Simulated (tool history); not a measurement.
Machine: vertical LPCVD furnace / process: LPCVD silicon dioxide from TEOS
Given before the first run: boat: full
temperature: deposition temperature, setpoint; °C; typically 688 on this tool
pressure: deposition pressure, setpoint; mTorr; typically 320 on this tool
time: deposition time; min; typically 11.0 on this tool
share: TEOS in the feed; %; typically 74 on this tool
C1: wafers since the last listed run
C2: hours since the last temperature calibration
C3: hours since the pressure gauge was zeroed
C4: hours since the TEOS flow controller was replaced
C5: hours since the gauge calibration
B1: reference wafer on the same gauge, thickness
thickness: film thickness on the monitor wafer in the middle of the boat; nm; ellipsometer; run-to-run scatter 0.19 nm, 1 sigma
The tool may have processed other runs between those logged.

{"run": 1, "day": 0.0, "temperature": 688, "pressure": 320, "time": 8.5, "share": 64, "C1": 0, "C2": 830.6, "C3": 2029.4, "C4": 5929.0, "C5": 860.4, "B1": 57.78, "thickness": 43.43}
{"run": 2, "day": 8.471, "temperature": 688, "pressure": 320, "time": 8.5, "share": 64, "C1": 4113, "C2": 1033.9, "C3": 2232.7, "C4": 6132.3, "C5": 1063.7, "B1": 57.73, "thickness": 43.37}
{"run": 3, "day": 10.475, "temperature": 688, "pressure": 320, "time": 8.5, "share": 64, "C1": 973, "C2": 1082.0, "C3": 2280.8, "C4": 6180.4, "C5": 1111.8, "B1": 57.8, "thickness": 43.45}
{"run": 4, "day": 12.425, "temperature": 688, "pressure": 320, "time": 11.0, "share": 74, "C1": 947, "C2": 1128.8, "C3": 2327.6, "C4": 6227.2, "C5": 1158.6, "B1": 57.84, "thickness": 60.28}
{"run": 5, "day": 16.675, "temperature": 688, "pressure": 320, "time": 11.0, "share": 74, "C1": 2063, "C2": 1230.8, "C3": 2429.6, "C4": 6329.2, "C5": 1260.6, "B1": 57.81, "thickness": 60.42}
{"run": 6, "day": 20.642, "temperature": 688, "pressure": 320, "time": 11.0, "share": 74, "C1": 1926, "C2": 1326.0, "C3": 2524.8, "C4": 6424.4, "C5": 1355.8, "B1": 57.77, "thickness": 60.68}
{"run": 7, "day": 22.533, "temperature": 693, "pressure": 320, "time": 11.0, "share": 74, "C1": 918, "C2": 1371.4, "C3": 2570.2, "C4": 6469.8, "C5": 1401.2, "B1": 57.78, "thickness": 67.92}
{"run": 8, "day": 25.6, "temperature": 693, "pressure": 320, "time": 11.0, "share": 74, "C1": 1489, "C2": 1445.0, "C3": 2643.8, "C4": 6543.4, "C5": 1474.8, "B1": 57.85, "thickness": 68.26}
{"run": 9, "day": 27.812, "temperature": 693, "pressure": 320, "time": 11.0, "share": 74, "C1": 1074, "C2": 1498.1, "C3": 2696.9, "C4": 6596.5, "C5": 1527.9, "B1": 57.83, "thickness": 68.06}
{"run": 10, "day": 32.217, "temperature": 688, "pressure": 320, "time": 11.0, "share": 74, "C1": 2138, "C2": 1603.8, "C3": 2802.6, "C4": 6702.2, "C5": 1633.6, "B1": 57.79, "thickness": 60.18}
{"day": 35.071, "done": "TEOS flow controller replaced"}
{"run": 11, "day": 35.092, "temperature": 688, "pressure": 320, "time": 11.0, "share": 74, "C1": 910, "C2": 1672.8, "C3": 2871.6, "C4": 0.5, "C5": 1702.6, "B1": 57.75, "thickness": 60.48}
{"run": 12, "day": 37.988, "temperature": 688, "pressure": 320, "time": 11.0, "share": 74, "C1": 1406, "C2": 1742.3, "C3": 2941.1, "C4": 70.0, "C5": 1772.1, "B1": 57.82, "thickness": 60.07}
{"day": 38.071, "done": "gauge calibrated"}
{"day": 41.1, "done": "pressure gauge zeroed"}
{"run": 13, "day": 41.121, "temperature": 686, "pressure": 320, "time": 11.0, "share": 74, "C1": 1036, "C2": 1817.5, "C3": 0.5, "C4": 145.2, "C5": 73.2, "B1": 57.8, "thickness": 57.24}
{"run": 14, "day": 43.588, "temperature": 688, "pressure": 320, "time": 11.0, "share": 74, "C1": 1197, "C2": 1876.7, "C3": 59.7, "C4": 204.4, "C5": 132.4, "B1": 57.76, "thickness": 60.49}
{"run": 15, "day": 51.542, "temperature": 684, "pressure": 320, "time": 14.0, "share": 82, "C1": 3862, "C2": 2067.6, "C3": 250.6, "C4": 395.3, "C5": 323.3, "B1": 57.81, "thickness": 73.56}
{"run": 16, "day": 55.112, "temperature": 699, "pressure": 320, "time": 11.0, "share": 74, "C1": 1734, "C2": 2153.3, "C3": 336.3, "C4": 481.0, "C5": 409.0, "B1": 57.8, "thickness": 78.46}
{"run": 17, "day": 59.138, "temperature": 685, "pressure": 320, "time": 11.0, "share": 74, "C1": 1954, "C2": 2249.9, "C3": 432.9, "C4": 577.6, "C5": 505.6, "B1": 57.84, "thickness": 56.25}
{"run": 18, "day": 62.088, "temperature": 693, "pressure": 320, "time": 11.0, "share": 74, "C1": 1432, "C2": 2320.7, "C3": 503.7, "C4": 648.4, "C5": 576.4, "B1": 57.8, "thickness": 67.81}
{"run": 19, "day": 64.496, "temperature": 688, "pressure": 320, "time": 7.5, "share": 60, "C1": 1169, "C2": 2378.5, "C3": 561.5, "C4": 706.2, "C5": 634.2, "B1": 57.79, "thickness": 37.06}
{"day": 66.192, "done": "thermocouples replaced and temperature profile calibrated"}
{"run": 20, "day": 66.738, "temperature": 688, "pressure": 360, "time": 15.5, "share": 74, "C1": 603, "C2": 13.1, "C3": 615.3, "C4": 760.0, "C5": 688.0, "B1": 57.83, "thickness": 90.18}
{"run": 21, "day": 70.467, "temperature": 688, "pressure": 320, "time": 11.0, "share": 80, "C1": 1811, "C2": 102.6, "C3": 704.8, "C4": 849.5, "C5": 777.5, "B1": 57.86, "thickness": 62.77}
{"run": 22, "day": 74.7, "temperature": 693, "pressure": 240, "time": 12.5, "share": 65, "C1": 2055, "C2": 204.2, "C3": 806.4, "C4": 951.1, "C5": 879.1, "B1": 57.81, "thickness": 62.67}
{"run": 23, "day": 77.521, "temperature": 688, "pressure": 320, "time": 11.0, "share": 84, "C1": 1369, "C2": 271.9, "C3": 874.1, "C4": 1018.8, "C5": 946.8, "B1": 57.8, "thickness": 64.4}
{"run": 24, "day": 81.271, "temperature": 688, "pressure": 320, "time": 8.5, "share": 64, "C1": 1821, "C2": 361.9, "C3": 964.1, "C4": 1108.8, "C5": 1036.8, "B1": 57.79, "thickness": 43.16}
{"run": 25, "day": 84.062, "temperature": 681, "pressure": 320, "time": 7.5, "share": 63, "C1": 1355, "C2": 428.9, "C3": 1031.1, "C4": 1175.8, "C5": 1103.8, "B1": 57.82, "thickness": 32.08}
{"run": 26, "day": 86.058, "temperature": 680, "pressure": 250, "time": 15.0, "share": 62, "C1": 969, "C2": 476.8, "C3": 1079.0, "C4": 1223.7, "C5": 1151.7, "B1": 57.79, "thickness": 54.92}
{"run": 27, "day": 89.475, "temperature": 688, "pressure": 320, "time": 11.0, "share": 74, "C1": 1659, "C2": 558.8, "C3": 1161.0, "C4": 1305.7, "C5": 1233.7, "B1": 57.78, "thickness": 60.49}
{"run": 28, "day": 91.033, "temperature": 684, "pressure": 320, "time": 14.0, "share": 82, "C1": 756, "C2": 596.2, "C3": 1198.4, "C4": 1343.1, "C5": 1271.1, "B1": 57.75, "thickness": 73.28}

Branching from run 28: 5 alternative next runs. What would each branch give?
{"run": "A", "day": 91.217, "temperature": 688, "pressure": 320, "time": 11.0, "share": 74, "C1": 89, "C2": 600.6, "C3": 1202.8, "C4": 1347.5, "C5": 1275.5, "B1": "?", "thickness": "?"}
{"run": "B", "day": 91.217, "temperature": 688, "pressure": 320, "time": 8.0, "share": 74, "C1": 89, "C2": 600.6, "C3": 1202.8, "C4": 1347.5, "C5": 1275.5, "B1": "?", "thickness": "?"}
{"run": "C", "day": 91.217, "temperature": 694, "pressure": 320, "time": 11.0, "share": 74, "C1": 89, "C2": 600.6, "C3": 1202.8, "C4": 1347.5, "C5": 1275.5, "B1": "?", "thickness": "?"}
{"run": "D", "day": 91.217, "temperature": 682, "pressure": 320, "time": 15.5, "share": 74, "C1": 89, "C2": 600.6, "C3": 1202.8, "C4": 1347.5, "C5": 1275.5, "B1": "?", "thickness": "?"}
{"run": "E", "day": 91.217, "temperature": 688, "pressure": 280, "time": 11.0, "share": 74, "C1": 89, "C2": 600.6, "C3": 1202.8, "C4": 1347.5, "C5": 1275.5, "B1": "?", "thickness": "?"}

run=A B1=57.75 thickness=60.31
run=B B1=57.75 thickness=43.86
run=C B1=57.75 thickness=69.53
run=D B1=57.75 thickness=73.59
run=E B1=57.75 thickness=56.42
Had the tool no hidden state, the same runs would have come out as:
run=A thickness=60.31
run=B thickness=43.86
run=C thickness=69.53
run=D thickness=73.59
run=E thickness=56.42
